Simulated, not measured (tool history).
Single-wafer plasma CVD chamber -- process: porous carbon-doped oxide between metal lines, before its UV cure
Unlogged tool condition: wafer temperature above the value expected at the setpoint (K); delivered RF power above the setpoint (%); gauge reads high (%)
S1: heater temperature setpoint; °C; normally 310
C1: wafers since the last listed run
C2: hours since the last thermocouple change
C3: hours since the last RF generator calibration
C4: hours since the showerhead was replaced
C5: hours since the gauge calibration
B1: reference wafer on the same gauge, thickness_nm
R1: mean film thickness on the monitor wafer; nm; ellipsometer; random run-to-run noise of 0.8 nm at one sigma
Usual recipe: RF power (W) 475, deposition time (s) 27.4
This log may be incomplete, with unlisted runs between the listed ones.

{"run": 1, "hour": 0.0, "S1": 310, "RF power (W)": 475, "deposition time (s)": 27.4, "C1": 0, "C2": 162.2, "C3": 182.2, "C4": 5738.6, "C5": 1214.1, "B1": 131.038, "R1": 137.224}
{"run": 2, "hour": 80.1, "S1": 310, "RF power (W)": 475, "deposition time (s)": 27.4, "C1": 2391, "C2": 242.3, "C3": 262.3, "C4": 5818.7, "C5": 1294.2, "B1": 130.922, "R1": 135.838}
{"run": 3, "hour": 377.3, "S1": 316, "RF power (W)": 475, "deposition time (s)": 29.7, "C1": 8874, "C2": 539.5, "C3": 559.5, "C4": 6115.9, "C5": 1591.4, "B1": 131.182, "R1": 142.685}
{"run": 4, "hour": 430.8, "S1": 316, "RF power (W)": 475, "deposition time (s)": 29.7, "C1": 1597, "C2": 593.0, "C3": 613.0, "C4": 6169.4, "C5": 1644.9, "B1": 130.423, "R1": 143.522}
{"run": 5, "hour": 535.8, "S1": 316, "RF power (W)": 475, "deposition time (s)": 29.7, "C1": 3135, "C2": 698.0, "C3": 718.0, "C4": 6274.4, "C5": 1749.9, "B1": 131.036, "R1": 141.366}
{"run": 6, "hour": 605.3, "S1": 310, "RF power (W)": 475, "deposition time (s)": 27.4, "C1": 2075, "C2": 767.5, "C3": 787.5, "C4": 6343.9, "C5": 1819.4, "B1": 130.954, "R1": 136.489}
{"run": 7, "hour": 654.3, "S1": 310, "RF power (W)": 475, "deposition time (s)": 27.4, "C1": 1463, "C2": 816.5, "C3": 836.5, "C4": 6392.9, "C5": 1868.4, "B1": 130.482, "R1": 135.763}
{"run": 8, "hour": 745.7, "S1": 310, "RF power (W)": 475, "deposition time (s)": 27.4, "C1": 2729, "C2": 907.9, "C3": 927.9, "C4": 6484.3, "C5": 1959.8, "B1": 130.716, "R1": 136.287}
{"run": 9, "hour": 835.4, "S1": 320, "RF power (W)": 475, "deposition time (s)": 27.4, "C1": 2678, "C2": 997.6, "C3": 1017.6, "C4": 6574.0, "C5": 2049.5, "B1": 131.114, "R1": 129.941}
{"run": 10, "hour": 891.1, "S1": 320, "RF power (W)": 475, "deposition time (s)": 27.4, "C1": 1663, "C2": 1053.3, "C3": 1073.3, "C4": 6629.7, "C5": 2105.2, "B1": 130.977, "R1": 130.862}
{"run": 11, "hour": 966.7, "S1": 310, "RF power (W)": 475, "deposition time (s)": 29.1, "C1": 2257, "C2": 1128.9, "C3": 1148.9, "C4": 6705.3, "C5": 2180.8, "B1": 131.107, "R1": 145.156}
{"run": 12, "hour": 1072.0, "S1": 310, "RF power (W)": 475, "deposition time (s)": 27.4, "C1": 3144, "C2": 1234.2, "C3": 1254.2, "C4": 6810.6, "C5": 2286.1, "B1": 131.343, "R1": 137.655}
{"run": 13, "hour": 1177.3, "S1": 302, "RF power (W)": 475, "deposition time (s)": 27.4, "C1": 3144, "C2": 1339.5, "C3": 1359.5, "C4": 6915.9, "C5": 2391.4, "B1": 130.881, "R1": 143.575}
{"run": 14, "hour": 1225.5, "S1": 310, "RF power (W)": 475, "deposition time (s)": 27.4, "C1": 1439, "C2": 1387.7, "C3": 1407.7, "C4": 6964.1, "C5": 2439.6, "B1": 130.608, "R1": 137.486}
{"run": 15, "hour": 1284.4, "S1": 310, "RF power (W)": 475, "deposition time (s)": 27.4, "C1": 1758, "C2": 1446.6, "C3": 1466.6, "C4": 7023.0, "C5": 2498.5, "B1": 130.728, "R1": 136.498}
{"run": 16, "hour": 1332.3, "S1": 300, "RF power (W)": 475, "deposition time (s)": 30.9, "C1": 1430, "C2": 1494.5, "C3": 1514.5, "C4": 7070.9, "C5": 2546.4, "B1": 131.158, "R1": 162.59}
{"run": 17, "hour": 1408.6, "S1": 310, "RF power (W)": 540, "deposition time (s)": 25.9, "C1": 2278, "C2": 1570.8, "C3": 1590.8, "C4": 7147.2, "C5": 2622.7, "B1": 131.144, "R1": 143.803}
{"run": 18, "hour": 1474.2, "S1": 314, "RF power (W)": 410, "deposition time (s)": 27.4, "C1": 1958, "C2": 1636.4, "C3": 1656.4, "C4": 7212.8, "C5": 2688.3, "B1": 130.95, "R1": 119.472}
{"hour": 1500.4, "done": "showerhead replaced"}
{"run": 19, "hour": 1552.8, "S1": 325, "RF power (W)": 515, "deposition time (s)": 22.4, "C1": 2108, "C2": 1715.0, "C3": 1735.0, "C4": 52.4, "C5": 2766.9, "B1": 131.264, "R1": 113.131}
{"run": 20, "hour": 1615.4, "S1": 310, "RF power (W)": 430, "deposition time (s)": 27.4, "C1": 1869, "C2": 1777.6, "C3": 1797.6, "C4": 115.0, "C5": 2829.5, "B1": 131.174, "R1": 127.058}
{"hour": 1616.3, "done": "gauge calibrated"}
{"hour": 1643.4, "done": "RF generator calibrated"}
{"run": 21, "hour": 1667.4, "S1": 310, "RF power (W)": 555, "deposition time (s)": 27.4, "C1": 1313, "C2": 1829.6, "C3": 24.0, "C4": 167.0, "C5": 51.1, "B1": 131.577, "R1": 155.068}
{"run": 22, "hour": 1724.4, "S1": 324, "RF power (W)": 395, "deposition time (s)": 31.6, "C1": 1701, "C2": 1886.6, "C3": 81.0, "C4": 224.0, "C5": 108.1, "B1": 130.998, "R1": 127.521}
{"run": 23, "hour": 1787.9, "S1": 310, "RF power (W)": 475, "deposition time (s)": 27.4, "C1": 1896, "C2": 1950.1, "C3": 144.5, "C4": 287.5, "C5": 171.6, "B1": 131.197, "R1": 139.258}
{"hour": 1833.9, "done": "thermocouple changed; heater temperature recalibrated"}
{"run": 24, "hour": 1835.2, "S1": 310, "RF power (W)": 475, "deposition time (s)": 31.4, "C1": 1173, "C2": 1.3, "C3": 191.8, "C4": 334.8, "C5": 218.9, "B1": 130.929, "R1": 154.367}
{"run": 25, "hour": 1903.8, "S1": 319, "RF power (W)": 395, "deposition time (s)": 24.6, "C1": 2048, "C2": 69.9, "C3": 260.4, "C4": 403.4, "C5": 287.5, "B1": 131.001, "R1": 99.28}
{"run": 26, "hour": 2009.2, "S1": 316, "RF power (W)": 420, "deposition time (s)": 32.6, "C1": 3147, "C2": 175.3, "C3": 365.8, "C4": 508.8, "C5": 392.9, "B1": 131.325, "R1": 140.895}
{"run": 27, "hour": 2075.3, "S1": 323, "RF power (W)": 475, "deposition time (s)": 27.4, "C1": 1973, "C2": 241.4, "C3": 431.9, "C4": 574.9, "C5": 459.0, "B1": 131.36, "R1": 127.142}
{"run": 28, "hour": 2170.5, "S1": 310, "RF power (W)": 505, "deposition time (s)": 29.1, "C1": 2842, "C2": 336.6, "C3": 527.1, "C4": 670.1, "C5": 554.2, "B1": 131.122, "R1": 151.097}
{"run": 29, "hour": 2222.3, "S1": 310, "RF power (W)": 475, "deposition time (s)": 27.4, "C1": 1546, "C2": 388.4, "C3": 578.9, "C4": 721.9, "C5": 606.0, "B1": 131.281, "R1": 135.143}
{"run": 30, "hour": 2276.7, "S1": 296, "RF power (W)": 400, "deposition time (s)": 24.6, "C1": 1624, "C2": 442.8, "C3": 633.3, "C4": 776.3, "C5": 660.4, "B1": 131.048, "R1": 111.757}
{"run": 31, "hour": 2322.7, "S1": 314, "RF power (W)": 515, "deposition time (s)": 22.7, "C1": 1373, "C2": 488.8, "C3": 679.3, "C4": 822.3, "C5": 706.4, "B1": 131.046, "R1": 117.944}
{"run": 32, "hour": 2395.9, "S1": 316, "RF power (W)": 520, "deposition time (s)": 24.0, "C1": 2185, "C2": 562.0, "C3": 752.5, "C4": 895.5, "C5": 779.6, "B1": 130.915, "R1": 123.481}
{"run": 33, "hour": 2484.1, "S1": 314, "RF power (W)": 410, "deposition time (s)": 27.4, "C1": 2633, "C2": 650.2, "C3": 840.7, "C4": 983.7, "C5": 867.8, "B1": 131.023, "R1": 116.457}

Forecast each of these 5 alternatives for the next run:
{"run": "A", "hour": 2484.5, "S1": 310, "RF power (W)": 475, "deposition time (s)": 27.4, "C1": 11, "C2": 650.6, "C3": 841.1, "C4": 984.1, "C5": 868.2, "B1": "?", "R1": "?"}
{"run": "B", "hour": 2484.5, "S1": 310, "RF power (W)": 545, "deposition time (s)": 28.9, "C1": 11, "C2": 650.6, "C3": 841.1, "C4": 984.1, "C5": 868.2, "B1": "?", "R1": "?"}
{"run": "C", "hour": 2484.5, "S1": 310, "RF power (W)": 420, "deposition time (s)": 27.4, "C1": 11, "C2": 650.6, "C3": 841.1, "C4": 984.1, "C5": 868.2, "B1": "?", "R1": "?"}
{"run": "D", "hour": 2484.5, "S1": 310, "RF power (W)": 570, "deposition time (s)": 30.8, "C1": 11, "C2": 650.6, "C3": 841.1, "C4": 984.1, "C5": 868.2, "B1": "?", "R1": "?"}
{"run": "E", "hour": 2484.5, "S1": 310, "RF power (W)": 475, "deposition time (s)": 31.8, "C1": 11, "C2": 650.6, "C3": 841.1, "C4": 984.1, "C5": 868.2, "B1": "?", "R1": "?"}

run=A B1=131.225 R1=135.157
run=B B1=131.225 R1=157.845
run=C B1=131.225 R1=121.656
run=D B1=131.225 R1=173.463
run=E B1=131.225 R1=156.155
The same runs, with their run-to-run variation unchanged, on a tool lacking any hidden condition would have given:
run=A R1=134.524
run=B R1=157.106
run=C R1=121.086
run=D R1=172.651
run=E R1=155.424
